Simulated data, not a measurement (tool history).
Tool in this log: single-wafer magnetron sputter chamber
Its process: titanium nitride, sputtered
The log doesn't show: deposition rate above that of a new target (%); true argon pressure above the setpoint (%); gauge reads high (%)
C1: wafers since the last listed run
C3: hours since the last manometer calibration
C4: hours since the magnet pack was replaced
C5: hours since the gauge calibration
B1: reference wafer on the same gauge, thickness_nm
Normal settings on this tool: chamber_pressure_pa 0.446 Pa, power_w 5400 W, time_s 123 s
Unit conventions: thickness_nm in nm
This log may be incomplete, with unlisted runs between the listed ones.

{"run": 1, "hour": 0.0, "chamber_pressure_pa": 0.446, "power_w": 5400, "time_s": 123, "C1": 0, "wafers on the sputter target": 4165, "C3": 1016.8, "C4": 8294.7, "C5": 2120.8, "B1": 103.334, "thickness_nm": 125.988}
{"run": 2, "hour": 63.1, "chamber_pressure_pa": 0.446, "power_w": 5400, "time_s": 123, "C1": 887, "wafers on the sputter target": 5053, "C3": 1079.9, "C4": 8357.8, "C5": 2183.9, "B1": 103.26, "thickness_nm": 125.987}
{"run": 3, "hour": 117.8, "chamber_pressure_pa": 0.446, "power_w": 5400, "time_s": 123, "C1": 769, "wafers on the sputter target": 5822, "C3": 1134.6, "C4": 8412.5, "C5": 2238.6, "B1": 103.404, "thickness_nm": 125.74}
{"run": 4, "hour": 179.6, "chamber_pressure_pa": 0.446, "power_w": 5400, "time_s": 123, "C1": 869, "wafers on the sputter target": 6692, "C3": 1196.4, "C4": 8474.3, "C5": 2300.4, "B1": 103.401, "thickness_nm": 125.886}
{"hour": 221.5, "done": "gauge calibrated"}
{"run": 5, "hour": 237.7, "chamber_pressure_pa": 0.446, "power_w": 5400, "time_s": 123, "C1": 817, "wafers on the sputter target": 7509, "C3": 1254.5, "C4": 8532.4, "C5": 16.2, "B1": 107.634, "thickness_nm": 131.522}
{"run": 6, "hour": 287.8, "chamber_pressure_pa": 0.446, "power_w": 5400, "time_s": 135, "C1": 704, "wafers on the sputter target": 8214, "C3": 1304.6, "C4": 8582.5, "C5": 66.3, "B1": 107.467, "thickness_nm": 143.88}
{"run": 7, "hour": 335.4, "chamber_pressure_pa": 0.376, "power_w": 5400, "time_s": 123, "C1": 669, "wafers on the sputter target": 8884, "C3": 1352.2, "C4": 8630.1, "C5": 113.9, "B1": 107.2, "thickness_nm": 136.21}
{"hour": 347.2, "done": "sputter target and shields replaced"}
{"run": 8, "hour": 403.5, "chamber_pressure_pa": 0.376, "power_w": 5400, "time_s": 123, "C1": 845, "wafers on the sputter target": 792, "C3": 1420.3, "C4": 8698.2, "C5": 182.0, "B1": 106.882, "thickness_nm": 136.749}
{"hour": 451.3, "done": "capacitance manometer re-zeroed and calibrated"}
{"run": 9, "hour": 462.1, "chamber_pressure_pa": 0.376, "power_w": 5400, "time_s": 123, "C1": 711, "wafers on the sputter target": 1504, "C3": 10.8, "C4": 8756.8, "C5": 240.6, "B1": 106.776, "thickness_nm": 135.085}
{"run": 10, "hour": 543.4, "chamber_pressure_pa": 0.446, "power_w": 5400, "time_s": 123, "C1": 1143, "wafers on the sputter target": 2647, "C3": 92.1, "C4": 8838.1, "C5": 321.9, "B1": 106.3, "thickness_nm": 129.927}
{"run": 11, "hour": 586.4, "chamber_pressure_pa": 0.446, "power_w": 5400, "time_s": 123, "C1": 604, "wafers on the sputter target": 3252, "C3": 135.1, "C4": 8881.1, "C5": 364.9, "B1": 106.012, "thickness_nm": 130.622}
{"run": 12, "hour": 641.7, "chamber_pressure_pa": 0.446, "power_w": 5400, "time_s": 123, "C1": 778, "wafers on the sputter target": 4030, "C3": 190.4, "C4": 8936.4, "C5": 420.2, "B1": 106.023, "thickness_nm": 129.561}
{"run": 13, "hour": 738.4, "chamber_pressure_pa": 0.584, "power_w": 6650, "time_s": 134, "C1": 1360, "wafers on the sputter target": 5391, "C3": 287.1, "C4": 9033.1, "C5": 516.9, "B1": 105.475, "thickness_nm": 159.031}
{"run": 14, "hour": 831.0, "chamber_pressure_pa": 0.446, "power_w": 5400, "time_s": 123, "C1": 1302, "wafers on the sputter target": 6694, "C3": 379.7, "C4": 9125.7, "C5": 609.5, "B1": 105.275, "thickness_nm": 129.395}
{"hour": 911.6, "done": "magnet pack replaced"}
{"run": 15, "hour": 937.7, "chamber_pressure_pa": 0.524, "power_w": 5400, "time_s": 123, "C1": 1388, "wafers on the sputter target": 8082, "C3": 486.4, "C4": 26.1, "C5": 716.2, "B1": 104.966, "thickness_nm": 122.31}
{"run": 16, "hour": 981.1, "chamber_pressure_pa": 0.34, "power_w": 4400, "time_s": 123, "C1": 610, "wafers on the sputter target": 8693, "C3": 529.8, "C4": 69.5, "C5": 759.6, "B1": 105.014, "thickness_nm": 112.353}
{"hour": 1000.1, "done": "sputter target and shields replaced"}
{"run": 17, "hour": 1040.3, "chamber_pressure_pa": 0.446, "power_w": 5400, "time_s": 123, "C1": 720, "wafers on the sputter target": 564, "C3": 589.0, "C4": 128.7, "C5": 818.8, "B1": 105.04, "thickness_nm": 129.26}
{"run": 18, "hour": 1076.4, "chamber_pressure_pa": 0.577, "power_w": 5400, "time_s": 111, "C1": 507, "wafers on the sputter target": 1072, "C3": 625.1, "C4": 164.8, "C5": 854.9, "B1": 105.082, "thickness_nm": 107.394}
{"run": 19, "hour": 1154.0, "chamber_pressure_pa": 0.579, "power_w": 4300, "time_s": 123, "C1": 1091, "wafers on the sputter target": 2164, "C3": 702.7, "C4": 242.4, "C5": 932.5, "B1": 104.848, "thickness_nm": 93.831}
{"run": 20, "hour": 1238.9, "chamber_pressure_pa": 0.607, "power_w": 4150, "time_s": 123, "C1": 1194, "wafers on the sputter target": 3359, "C3": 787.6, "C4": 327.3, "C5": 1017.4, "B1": 104.648, "thickness_nm": 88.789}
{"run": 21, "hour": 1278.5, "chamber_pressure_pa": 0.446, "power_w": 5400, "time_s": 123, "C1": 557, "wafers on the sputter target": 3916, "C3": 827.2, "C4": 366.9, "C5": 1057.0, "B1": 104.344, "thickness_nm": 127.63}
{"run": 22, "hour": 1361.3, "chamber_pressure_pa": 0.322, "power_w": 4850, "time_s": 112, "C1": 1164, "wafers on the sputter target": 5081, "C3": 910.0, "C4": 449.7, "C5": 1139.8, "B1": 104.291, "thickness_nm": 113.378}
{"run": 23, "hour": 1404.0, "chamber_pressure_pa": 0.59, "power_w": 6550, "time_s": 123, "C1": 600, "wafers on the sputter target": 5682, "C3": 952.7, "C4": 492.4, "C5": 1182.5, "B1": 104.23, "thickness_nm": 141.201}
{"run": 24, "hour": 1496.4, "chamber_pressure_pa": 0.585, "power_w": 4650, "time_s": 123, "C1": 1300, "wafers on the sputter target": 6982, "C3": 1045.1, "C4": 584.8, "C5": 1274.9, "B1": 104.228, "thickness_nm": 100.623}
{"run": 25, "hour": 1540.7, "chamber_pressure_pa": 0.446, "power_w": 5400, "time_s": 130, "C1": 623, "wafers on the sputter target": 7605, "C3": 1089.4, "C4": 629.1, "C5": 1319.2, "B1": 104.236, "thickness_nm": 134.87}
{"run": 26, "hour": 1602.0, "chamber_pressure_pa": 0.446, "power_w": 5400, "time_s": 123, "C1": 862, "wafers on the sputter target": 8467, "C3": 1150.7, "C4": 690.4, "C5": 1380.5, "B1": 104.193, "thickness_nm": 126.588}
{"hour": 1641.6, "done": "sputter target and shields replaced"}
{"run": 27, "hour": 1662.7, "chamber_pressure_pa": 0.446, "power_w": 4650, "time_s": 146, "C1": 741, "wafers on the sputter target": 296, "C3": 1211.4, "C4": 751.1, "C5": 1441.2, "B1": 104.115, "thickness_nm": 130.111}
{"run": 28, "hour": 1728.7, "chamber_pressure_pa": 0.446, "power_w": 5400, "time_s": 123, "C1": 928, "wafers on the sputter target": 1225, "C3": 1277.4, "C4": 817.1, "C5": 1507.2, "B1": 104.131, "thickness_nm": 126.87}
{"hour": 1742.8, "done": "capacitance manometer re-zeroed and calibrated"}
{"run": 29, "hour": 1796.1, "chamber_pressure_pa": 0.446, "power_w": 5400, "time_s": 123, "C1": 835, "wafers on the sputter target": 2060, "C3": 53.3, "C4": 884.5, "C5": 1574.6, "B1": 103.878, "thickness_nm": 127.023}
{"run": 30, "hour": 1896.5, "chamber_pressure_pa": 0.617, "power_w": 5400, "time_s": 123, "C1": 1412, "wafers on the sputter target": 3473, "C3": 153.7, "C4": 984.9, "C5": 1675.0, "B1": 104.024, "thickness_nm": 114.1}
{"run": 31, "hour": 1986.0, "chamber_pressure_pa": 0.446, "power_w": 6200, "time_s": 129, "C1": 1259, "wafers on the sputter target": 4732, "C3": 243.2, "C4": 1074.4, "C5": 1764.5, "B1": 103.741, "thickness_nm": 153.037}
{"run": 32, "hour": 2035.1, "chamber_pressure_pa": 0.446, "power_w": 4100, "time_s": 123, "C1": 690, "wafers on the sputter target": 5423, "C3": 292.3, "C4": 1123.5, "C5": 1813.6, "B1": 103.83, "thickness_nm": 97.288}
{"run": 33, "hour": 2083.3, "chamber_pressure_pa": 0.446, "power_w": 5400, "time_s": 123, "C1": 678, "wafers on the sputter target": 6101, "C3": 340.5, "C4": 1171.7, "C5": 1861.8, "B1": 103.772, "thickness_nm": 126.499}
{"hour": 2175.4, "done": "sputter target and shields replaced"}
{"run": 34, "hour": 2183.9, "chamber_pressure_pa": 0.446, "power_w": 5400, "time_s": 130, "C1": 1302, "wafers on the sputter target": 119, "C3": 441.1, "C4": 1272.3, "C5": 1962.4, "B1": 103.677, "thickness_nm": 134.376}
{"run": 35, "hour": 2224.0, "chamber_pressure_pa": 0.506, "power_w": 6200, "time_s": 123, "C1": 564, "wafers on the sputter target": 683, "C3": 481.2, "C4": 1312.4, "C5": 2002.5, "B1": 103.893, "thickness_nm": 140.094}

Each row is a separate what-if for the run after 35, all from the same tool condition, not one after another. Results?
{"run": "A", "hour": 2224.4, "chamber_pressure_pa": 0.446, "power_w": 5400, "time_s": 123, "C1": 5, "wafers on the sputter target": 689, "C3": 481.6, "C4": 1312.8, "C5": 2002.9, "B1": "?", "thickness_nm": "?"}
{"run": "B", "hour": 2224.4, "chamber_pressure_pa": 0.446, "power_w": 6050, "time_s": 131, "C1": 5, "wafers on the sputter target": 689, "C3": 481.6, "C4": 1312.8, "C5": 2002.9, "B1": "?", "thickness_nm": "?"}
{"run": "C", "hour": 2224.4, "chamber_pressure_pa": 0.363, "power_w": 4300, "time_s": 123, "C1": 5, "wafers on the sputter target": 689, "C3": 481.6, "C4": 1312.8, "C5": 2002.9, "B1": "?", "thickness_nm": "?"}

run=A B1=103.773 thickness_nm=127.012
run=B B1=103.773 thickness_nm=151.556
run=C B1=103.773 thickness_nm=106.556
Had the tool no hidden state, the same runs would have come out as:
run=A thickness_nm=132.165
run=B thickness_nm=157.705
run=C thickness_nm=110.880
